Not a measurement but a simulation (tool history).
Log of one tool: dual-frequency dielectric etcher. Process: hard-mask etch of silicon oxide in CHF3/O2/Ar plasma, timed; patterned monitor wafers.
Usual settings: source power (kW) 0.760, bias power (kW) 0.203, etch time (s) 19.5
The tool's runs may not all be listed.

run     day  source power (kW)  bias power (kW)  etch time (s)  wafers since the last listed run  hours since the last wet clean  hours since the last source power generator calibration  hours since the last bias power generator calibration  hours since the last upper electrode change  hours since the gauge calibration  read-back reference wafer on the same gauge, depth_nm  mean etch depth across the wafer (Å)
  1   0.000              0.760            0.203           19.5                                 0                           322.2                                                   2083.5                                                  866.2                                       2410.4                             1359.1                                                  38.58                                 475.8
  2   1.525              0.760            0.203           19.5                               400                           358.8                                                   2120.1                                                  902.8                                       2447.0                             1395.7                                                  38.56                                 476.6
  3   4.371              0.760            0.203           19.5                               748                           427.1                                                   2188.4                                                  971.1                                       2515.3                             1464.0                                                  38.59                                 477.4
  4   7.212              0.760            0.203           19.5                               747                           495.3                                                   2256.6                                                 1039.3                                       2583.5                             1532.2                                                  38.60                                 479.1
  5   9.183              0.760            0.203           19.5                               518                           542.6                                                   2303.9                                                 1086.6                                       2630.8                             1579.5                                                  38.52                                 478.8
     10.675  -- wet clean of the chamber
  6  12.029              0.760            0.203           19.5                               485                            32.5                                                   2372.2                                                 1154.9                                       2699.1                             1647.8                                                  38.56                                 476.4
  7  14.842              0.760            0.231           19.5                               739                           100.0                                                   2439.7                                                 1222.4                                       2766.6                             1715.3                                                  38.56                                 502.5
  8  16.117              0.570            0.231           22.0                               335                           130.6                                                   2470.3                                                 1253.0                                       2797.2                             1745.9                                                  38.59                                 469.7
  9  19.358              0.760            0.203           25.5                               852                           208.4                                                   2548.1                                                 1330.8                                       2875.0                             1823.7                                                  38.59                                 627.6
 10  22.221              0.760            0.203           19.5                               752                           277.1                                                   2616.8                                                 1399.5                                       2943.7                             1892.4                                                  38.58                                 476.8
 11  26.288              0.820            0.222           23.5                              1069                           374.7                                                   2714.4                                                 1497.1                                       3041.3                             1990.0                                                  38.62                                 624.4
 12  28.379              0.700            0.203           23.0                               549                           424.9                                                   2764.6                                                 1547.3                                       3091.5                             2040.2                                                  38.59                                 532.7
 13  29.525              0.820            0.176           23.0                               301                           452.4                                                   2792.1                                                 1574.8                                       3119.0                             2067.7                                                  38.62                                 554.4
 14  31.746              0.880            0.203           25.0                               583                           505.7                                                   2845.4                                                 1628.1                                       3172.3                             2121.0                                                  38.54                                 665.9
     33.408  -- wet clean of the chamber
 15  34.112              0.650            0.247           22.0                               359                            16.9                                                   2902.2                                                 1684.9                                       3229.1                             2177.8                                                  38.56                                 527.9
     35.258  -- source power generator calibrated
     38.246  -- bias power generator calibrated
 16  38.267              0.760            0.203           19.5                              1004                           116.6                                                     72.2                                                    0.5                                       3328.8                             2277.5                                                  38.59                                 477.7
 17  42.792              0.760            0.203           19.5                              1189                           225.2                                                    180.8                                                  109.1                                       3437.4                             2386.1                                                  38.60                                 477.1
 18  44.825              0.900            0.203           21.0                               534                           274.0                                                    229.6                                                  157.9                                       3486.2                             2434.9                                                  38.61                                 567.3
     47.038  -- gauge calibrated
     48.267  -- upper electrode replaced
 19  48.288              0.910            0.179           25.0                               647                           357.1                                                    312.7                                                  241.0                                          0.5                               30.0                                                  38.54                                 644.7
 20  49.788              0.930            0.229           14.0                               394                           393.1                                                    348.7                                                  277.0                                         36.5                               66.0                                                  38.60                                 403.9
 21  52.688              0.860            0.163           13.5                               762                           462.7                                                    418.3                                                  346.6                                        106.1                              135.6                                                  38.52                                 323.5
     54.658  -- wet clean of the chamber
 22  55.529              0.910            0.179           25.0                               484                            20.9                                                    486.5                                                  414.8                                        174.3                              203.8                                                  38.57                                 644.5
 23  57.354              0.760            0.203           19.5                               479                            64.7                                                    530.3                                                  458.6                                        218.1                              247.6                                                  38.64                                 477.9
 24  59.246              0.690            0.203           23.0                               497                           110.1                                                    575.7                                                  504.0                                        263.5                              293.0                                                  38.58                                 529.3
 25  64.817              0.760            0.203           19.5                              1464                           243.8                                                    709.4                                                  637.7                                        397.2                              426.7                                                  38.57                                 475.9
 26  66.225              0.630            0.162           14.0                               370                           277.6                                                    743.2                                                  671.5                                        431.0                              460.5                                                  38.64                                 274.7
 27  67.817              0.760            0.162           19.5                               418                           315.8                                                    781.4                                                  709.7                                        469.2                              498.7                                                  38.57                                 433.3
 28  68.992              0.760            0.161           14.0                               308                           344.0                                                    809.6                                                  737.9                                        497.4                              526.9                                                  38.60                                 309.8
 29  71.204              0.660            0.165           19.5                               581                           397.1                                                    862.7                                                  791.0                                        550.5                              580.0                                                  38.62                                 396.7
 30  73.675              0.700            0.248           19.5                               649                           456.4                                                    922.0                                                  850.3                                        609.8                              639.3                                                  38.67                                 494.5

How the hidden state differs across the entries between the runs, from the last listed run before each to the first after it:
Between runs 5 and 6: wet clean of the chamber (day 10.675)
  no hidden state differs between the two runs
Between runs 14 and 15: wet clean of the chamber (day 33.408)
  no hidden state differs between the two runs
Between runs 15 and 16: source power generator calibrated (day 35.258); bias power generator calibrated (day 38.246)
  no hidden state differs between the two runs
Between runs 18 and 19: gauge calibrated (day 47.038); upper electrode replaced (day 48.267)
  no hidden state differs between the two runs
Between runs 21 and 22: wet clean of the chamber (day 54.658)
  no hidden state differs between the two runs

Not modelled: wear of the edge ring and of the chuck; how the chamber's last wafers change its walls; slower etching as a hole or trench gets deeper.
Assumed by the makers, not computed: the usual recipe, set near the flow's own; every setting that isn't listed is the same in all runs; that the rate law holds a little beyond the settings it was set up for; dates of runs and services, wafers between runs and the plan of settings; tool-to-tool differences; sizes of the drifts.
